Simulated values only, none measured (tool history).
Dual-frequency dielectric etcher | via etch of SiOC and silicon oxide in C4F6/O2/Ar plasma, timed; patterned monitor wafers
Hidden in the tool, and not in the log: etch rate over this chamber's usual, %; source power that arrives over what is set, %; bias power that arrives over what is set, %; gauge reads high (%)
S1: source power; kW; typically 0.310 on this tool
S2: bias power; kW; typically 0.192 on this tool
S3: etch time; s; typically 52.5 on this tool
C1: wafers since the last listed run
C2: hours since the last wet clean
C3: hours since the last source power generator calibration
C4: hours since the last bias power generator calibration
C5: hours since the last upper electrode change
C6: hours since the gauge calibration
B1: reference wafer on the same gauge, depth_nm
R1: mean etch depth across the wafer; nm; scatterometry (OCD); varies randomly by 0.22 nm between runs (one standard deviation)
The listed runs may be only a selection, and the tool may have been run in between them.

{"run": 1, "hour": 0.0, "S1": 0.31, "S2": 0.192, "S3": 45.5, "C1": 0, "C2": 391.4, "C3": 1711.2, "C4": 3325.2, "C5": 4184.6, "C6": 143.5, "B1": 47.9, "R1": 52.0}
{"run": 2, "hour": 25.7, "S1": 0.31, "S2": 0.192, "S3": 45.5, "C1": 253, "C2": 417.1, "C3": 1736.9, "C4": 3350.9, "C5": 4210.3, "C6": 169.2, "B1": 47.8, "R1": 52.1}
{"run": 3, "hour": 42.7, "S1": 0.31, "S2": 0.192, "S3": 52.5, "C1": 167, "C2": 434.1, "C3": 1753.9, "C4": 3367.9, "C5": 4227.3, "C6": 186.2, "B1": 47.9, "R1": 60.3}
{"run": 4, "hour": 55.9, "S1": 0.31, "S2": 0.192, "S3": 52.5, "C1": 130, "C2": 447.3, "C3": 1767.1, "C4": 3381.1, "C5": 4240.5, "C6": 199.4, "B1": 47.9, "R1": 60.1}
{"run": 5, "hour": 84.1, "S1": 0.31, "S2": 0.192, "S3": 52.5, "C1": 278, "C2": 475.5, "C3": 1795.3, "C4": 3409.3, "C5": 4268.7, "C6": 227.6, "B1": 47.9, "R1": 60.1}
{"hour": 107.2, "done": "gauge calibrated"}
{"hour": 113.1, "done": "wet clean of the chamber"}
{"run": 6, "hour": 113.6, "S1": 0.31, "S2": 0.192, "S3": 52.5, "C1": 54, "C2": 0.5, "C3": 1824.8, "C4": 3438.8, "C5": 4298.2, "C6": 6.4, "B1": 47.9, "R1": 57.1}
{"run": 7, "hour": 125.9, "S1": 0.31, "S2": 0.192, "S3": 52.5, "C1": 121, "C2": 12.8, "C3": 1837.1, "C4": 3451.1, "C5": 4310.5, "C6": 18.7, "B1": 47.9, "R1": 57.0}
{"run": 8, "hour": 140.2, "S1": 0.31, "S2": 0.192, "S3": 58.0, "C1": 141, "C2": 27.1, "C3": 1851.4, "C4": 3465.4, "C5": 4324.8, "C6": 33.0, "B1": 47.9, "R1": 63.7}
{"run": 9, "hour": 171.9, "S1": 0.31, "S2": 0.192, "S3": 58.0, "C1": 312, "C2": 58.8, "C3": 1883.1, "C4": 3497.1, "C5": 4356.5, "C6": 64.7, "B1": 47.9, "R1": 63.5}
{"hour": 181.7, "done": "bias power generator calibrated"}
{"run": 10, "hour": 191.9, "S1": 0.34, "S2": 0.192, "S3": 52.5, "C1": 157, "C2": 78.8, "C3": 1903.1, "C4": 10.2, "C5": 4376.5, "C6": 84.7, "B1": 47.9, "R1": 60.2}
{"run": 11, "hour": 208.8, "S1": 0.27, "S2": 0.192, "S3": 68.5, "C1": 166, "C2": 95.7, "C3": 1920.0, "C4": 27.1, "C5": 4393.4, "C6": 101.6, "B1": 47.9, "R1": 72.1}
{"hour": 241.3, "done": "upper electrode replaced, of another model than before"}
{"run": 12, "hour": 241.8, "S1": 0.26, "S2": 0.192, "S3": 45.0, "C1": 88, "C2": 128.7, "C3": 1953.0, "C4": 60.1, "C5": 0.5, "C6": 134.6, "B1": 47.9, "R1": 48.2}
{"run": 13, "hour": 243.9, "S1": 0.31, "S2": 0.211, "S3": 38.5, "C1": 20, "C2": 130.8, "C3": 1955.1, "C4": 62.2, "C5": 2.6, "C6": 136.7, "B1": 47.9, "R1": 44.3}
{"run": 14, "hour": 272.0, "S1": 0.31, "S2": 0.192, "S3": 52.5, "C1": 277, "C2": 158.9, "C3": 1983.2, "C4": 90.3, "C5": 30.7, "C6": 164.8, "B1": 47.9, "R1": 57.9}
{"hour": 286.2, "done": "source power generator calibrated"}
{"run": 15, "hour": 290.1, "S1": 0.31, "S2": 0.192, "S3": 52.5, "C1": 139, "C2": 177.0, "C3": 3.9, "C4": 108.4, "C5": 48.8, "C6": 182.9, "B1": 47.9, "R1": 58.4}
{"hour": 294.6, "done": "gauge calibrated"}
{"run": 16, "hour": 323.6, "S1": 0.26, "S2": 0.171, "S3": 46.5, "C1": 330, "C2": 210.5, "C3": 37.4, "C4": 141.9, "C5": 82.3, "C6": 29.0, "B1": 47.9, "R1": 47.4}
{"run": 17, "hour": 344.2, "S1": 0.31, "S2": 0.144, "S3": 60.0, "C1": 203, "C2": 231.1, "C3": 58.0, "C4": 162.5, "C5": 102.9, "C6": 49.6, "B1": 47.8, "R1": 59.0}
{"run": 18, "hour": 373.0, "S1": 0.26, "S2": 0.192, "S3": 58.0, "C1": 284, "C2": 259.9, "C3": 86.8, "C4": 191.3, "C5": 131.7, "C6": 78.4, "B1": 47.9, "R1": 62.9}

Here are 4 independent what-if runs from the current tool condition. What would each one return?
{"run": "A", "hour": 373.4, "S1": 0.31, "S2": 0.192, "S3": 52.5, "C1": 3, "C2": 260.3, "C3": 87.2, "C4": 191.7, "C5": 132.1, "C6": 78.8, "B1": "?", "R1": "?"}
{"run": "B", "hour": 373.4, "S1": 0.34, "S2": 0.177, "S3": 67.5, "C1": 3, "C2": 260.3, "C3": 87.2, "C4": 191.7, "C5": 132.1, "C6": 78.8, "B1": "?", "R1": "?"}
{"run": "C", "hour": 373.4, "S1": 0.31, "S2": 0.192, "S3": 61.0, "C1": 3, "C2": 260.3, "C3": 87.2, "C4": 191.7, "C5": 132.1, "C6": 78.8, "B1": "?", "R1": "?"}
{"run": "D", "hour": 373.4, "S1": 0.31, "S2": 0.192, "S3": 59.0, "C1": 3, "C2": 260.3, "C3": 87.2, "C4": 191.7, "C5": 132.1, "C6": 78.8, "B1": "?", "R1": "?"}

run=A B1=47.9 R1=58.9
run=B B1=47.9 R1=74.7
run=C B1=47.9 R1=68.5
run=D B1=47.9 R1=66.2
Stripped of hidden state, with their random variation kept, the same runs would have yielded:
run=A R1=57.4
run=B R1=72.7
run=C R1=66.7
run=D R1=64.5
